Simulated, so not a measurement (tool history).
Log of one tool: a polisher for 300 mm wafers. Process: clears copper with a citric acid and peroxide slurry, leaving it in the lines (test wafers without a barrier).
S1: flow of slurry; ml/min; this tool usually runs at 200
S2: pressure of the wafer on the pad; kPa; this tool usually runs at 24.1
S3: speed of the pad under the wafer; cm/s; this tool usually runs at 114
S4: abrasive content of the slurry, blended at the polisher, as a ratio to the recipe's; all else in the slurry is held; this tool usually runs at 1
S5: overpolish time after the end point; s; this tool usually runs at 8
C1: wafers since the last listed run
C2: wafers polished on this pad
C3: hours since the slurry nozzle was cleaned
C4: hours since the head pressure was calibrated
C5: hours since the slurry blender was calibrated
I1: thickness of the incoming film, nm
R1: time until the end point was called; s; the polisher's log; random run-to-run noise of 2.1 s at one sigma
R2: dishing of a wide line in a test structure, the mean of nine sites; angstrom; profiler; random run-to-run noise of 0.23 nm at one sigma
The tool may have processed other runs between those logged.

run,day,S1,S2,S3,S4,S5,C1,C2,C3,C4,C5,I1,R1,R2
1,0,200,24.1,114,1,8,0,3113,53.4,803.9,432.3,463.1,168,117
2,2.567,200,24.1,114,1,8,549,3662,115,865.5,493.9,461.9,164.2,124
# day 4.279: slurry blender recalibrated
# day 4.45: worn pad replaced by a new one
3,5.371,200,24.1,114,1,8,546,197,182.3,932.8,26.2,465.6,167.1,119
4,6.988,200,24.1,114,1,8,345,543,221.1,971.6,65,465.8,166.1,122
5,9.062,200,24.1,114,1,8,443,987,270.9,1021.4,114.8,468.6,168.5,118
6,10.117,180,17.9,136,0.9,8,225,1212,296.2,1046.7,140.1,470.9,223.4,100
7,12.325,200,24.1,124,1,5,472,1685,349.2,1099.7,193.1,465.1,162.9,86
8,15.25,200,24.1,114,1,8,625,2311,419.4,1169.9,263.3,471.7,176.9,118
9,16.25,170,19.3,90,1.15,8,213,2525,443.4,1193.9,287.3,471.5,242.4,90
10,17.35,200,24.1,114,0.9,11,235,2760,469.8,1220.3,313.7,458.7,178.3,146
11,19.771,200,20,136,1,8,517,3278,527.9,1278.4,371.8,471.1,201.3,108
# day 20.575: slurry nozzle cleaned
# day 21.6: head pressure recalibrated
12,22.133,200,24.1,114,1,8,478,3757,37.4,12.8,428.5,466.5,166.6,122
# day 24.875: slurry blender recalibrated
13,24.975,220,20,114,1,11,590,4347,105.6,81,2.4,467.9,200.1,133
# day 27.112: worn pad replaced by a new one
14,27.4,230,24.1,114,1,8,483,61,163.8,139.2,60.6,465.5,163.7,123
15,30.238,225,24.1,104,0.9,13,607,668,231.9,207.3,128.7,457.5,177.2,154
16,31.804,170,24.1,114,1,3,335,1004,269.5,244.9,166.3,470.8,178.6,55
17,34.483,200,24.1,114,1,8,573,1577,333.8,309.2,230.6,469.2,171,122
18,37.142,185,24.1,140,1,8,568,2146,397.6,373,294.4,459.6,153.9,128
19,38.25,200,24.1,114,1.2,6,237,2383,424.2,399.6,321,463.6,164.3,99
20,39.333,200,24.1,114,1,8,231,2615,450.2,425.6,347,459.9,171.8,115
# day 40.021: slurry nozzle cleaned
# day 45.35: worn pad replaced by a new one
# day 46.983: slurry blender recalibrated
21,47.004,200,21.4,90,1.1,8,1578,336,167.6,609.7,0.5,463.4,208.4,100
22,49.421,250,24.1,114,1,11,517,853,225.6,667.7,58.5,470.7,163.1,152
23,50.725,200,32.4,86,0.9,4,279,1132,256.9,699,89.8,469.3,157.8,76
24,53.525,200,20,114,1,8,599,1731,324.1,766.2,157,472.4,209,107
25,56.292,260,24.1,114,1,8,591,2323,390.5,832.6,223.4,466.6,164.9,123
26,63.529,200,22.1,114,1,8,1548,3872,564.2,1006.3,397.1,462.9,205.8,105
# day 65.429: slurry nozzle cleaned
27,65.875,200,28.3,114,0.85,8,492,4365,10.7,1062.6,453.4,461.4,152.7,125

Consider 5 possible next runs. They are alternatives, not a sequence: every one starts from the tool as it was left by run 27. What does each give?
A,65.896,200,24.1,114,1,8,4,4369,11.2,1063.1,453.9,460.3,?,?
B,65.896,180,24.1,114,1,8,4,4369,11.2,1063.1,453.9,460.3,?,?
C,65.896,200,24.1,114,0.7,10,4,4369,11.2,1063.1,453.9,460.3,?,?
D,65.896,220,24.1,114,1,8,4,4369,11.2,1063.1,453.9,460.3,?,?
E,65.896,200,17.2,114,1,4,4,4369,11.2,1063.1,453.9,460.3,?,?

run,R1,R2
A,164,117
B,166.6,116
C,189.9,124
D,162,118
E,228,52
Without the tool's unlogged condition, the same runs would have read:
run,R1,R2
A,162.6,118
B,165,117
C,188.2,124
D,160.7,119
E,226,52
